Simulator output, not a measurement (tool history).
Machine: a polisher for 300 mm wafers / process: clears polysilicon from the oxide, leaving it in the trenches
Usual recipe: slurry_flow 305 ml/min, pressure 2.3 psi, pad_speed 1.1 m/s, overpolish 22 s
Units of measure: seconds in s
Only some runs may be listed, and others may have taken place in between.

run	hour	slurry_flow	pressure	pad_speed	overpolish	wafers since the last listed run	wafers polished on this pad	hours since the slurry nozzle was cleaned	hours since the head pressure was calibrated	incoming thickness of the incoming film, nm	seconds
1	0	305	2.3	1.1	22	0	106	281.6	202.3	346.8	31.6
2	6.8	305	2.3	1.1	22	77	183	288.4	209.1	353.4	30.8
3	18.7	305	2.3	1.1	22	135	319	300.3	221	348.4	31.7
4	27.8	305	2.3	1.1	22	103	422	309.4	230.1	350.6	31.3
5	41.5	305	2.3	1.1	22	155	578	323.1	243.8	347.6	32.4
6	49.2	305	2.3	1.1	22	87	666	330.8	251.5	352	32.8
7	58.9	305	2.3	1.1	22	110	776	340.5	261.2	347	31.5
8	70.9	305	2.8	1.1	14	136	913	352.5	273.2	348.7	26.1
9	87	305	2.8	1.1	14	183	1096	368.6	289.3	351.1	25.9
10	96.4	305	2.8	1.1	14	107	1203	378	298.7	346.9	25.6
11	114.1	305	2.3	1.1	12	201	1405	395.7	316.4	353.6	31.9
# hour 116.5: slurry nozzle cleaned
# hour 135.1: worn pad replaced by a new one
12	135.6	305	2.3	1.1	22	187	6	19.1	337.9	353.5	32.1
13	138.7	305	2.3	1.1	22	35	41	22.2	341	345.4	31.6
14	156.6	305	2.3	1.1	22	203	245	40.1	358.9	350	32.3
15	167	305	2.3	1.1	25	118	363	50.5	369.3	348.7	31.4
16	175.9	305	2.8	1.1	14	101	465	59.4	378.2	355.5	27.2
17	190.2	350	2.6	0.9	12	162	627	73.7	392.5	346.4	31.3
18	206	205	1.8	1.1	22	179	807	89.5	408.3	348	41.4
19	217.1	305	1.5	0.74	22	126	934	100.6	419.4	348	60.5
20	226.9	305	2.3	1	31	111	1045	110.4	429.2	350.9	34.5
21	244.3	305	2.3	1.1	35	198	1243	127.8	446.6	354.8	32.5
# hour 270.9: head pressure recalibrated
# hour 281.4: worn pad replaced by a new one
22	287.5	305	2.8	1.1	14	423	69	171	16.6	344	25.5
23	301.7	305	2.3	1.1	33	161	231	185.2	30.8	344.7	31
24	310.1	385	2.3	1.1	17	95	326	193.6	39.2	349.4	30.5
25	322.1	270	2.3	1.3	30	136	463	205.6	51.2	355.1	28.8
26	336.8	365	2.3	1.44	22	167	630	220.3	65.9	348	27.1
27	354.1	305	2.3	1.48	13	196	827	237.6	83.2	349.6	27
28	366.4	305	1.8	1.1	13	140	967	249.9	95.5	350.2	39.6
29	379	365	2.3	1.4	22	143	1111	262.5	108.1	346.3	25.7
30	395.1	305	2.3	1.1	22	183	1294	278.6	124.2	350	32.6
# hour 404.2: worn pad replaced by a new one
31	411.6	305	2.5	1.1	22	142	83	295.1	140.7	357.2	30.3
32	419.1	260	1.6	1.1	22	85	169	302.6	148.2	344.4	44.1
33	432.6	305	2.3	0.86	22	153	322	316.1	161.7	345.1	36.4
34	446.8	365	2.3	0.78	33	161	484	330.3	175.9	351.3	37.9
35	458.3	305	2.3	1.1	22	130	615	341.8	187.4	352.1	31.1

What if the next run were any one of these 4? Each begins from the tool's condition after run 35:
A	458.7	305	3.1	1.1	22	4	620	342.2	187.8	350.5	?
B	458.7	345	2.8	1.1	32	4	620	342.2	187.8	350.5	?
C	458.7	390	2.3	1.1	32	4	620	342.2	187.8	350.5	?
D	458.7	305	2.7	1.1	35	4	620	342.2	187.8	350.5	?

run	seconds
A	24.2
B	26.4
C	31.7
D	27.6
Without the tool's hidden state the same runs would have given:
run	seconds
A	24.2
B	26.4
C	31.7
D	27.6
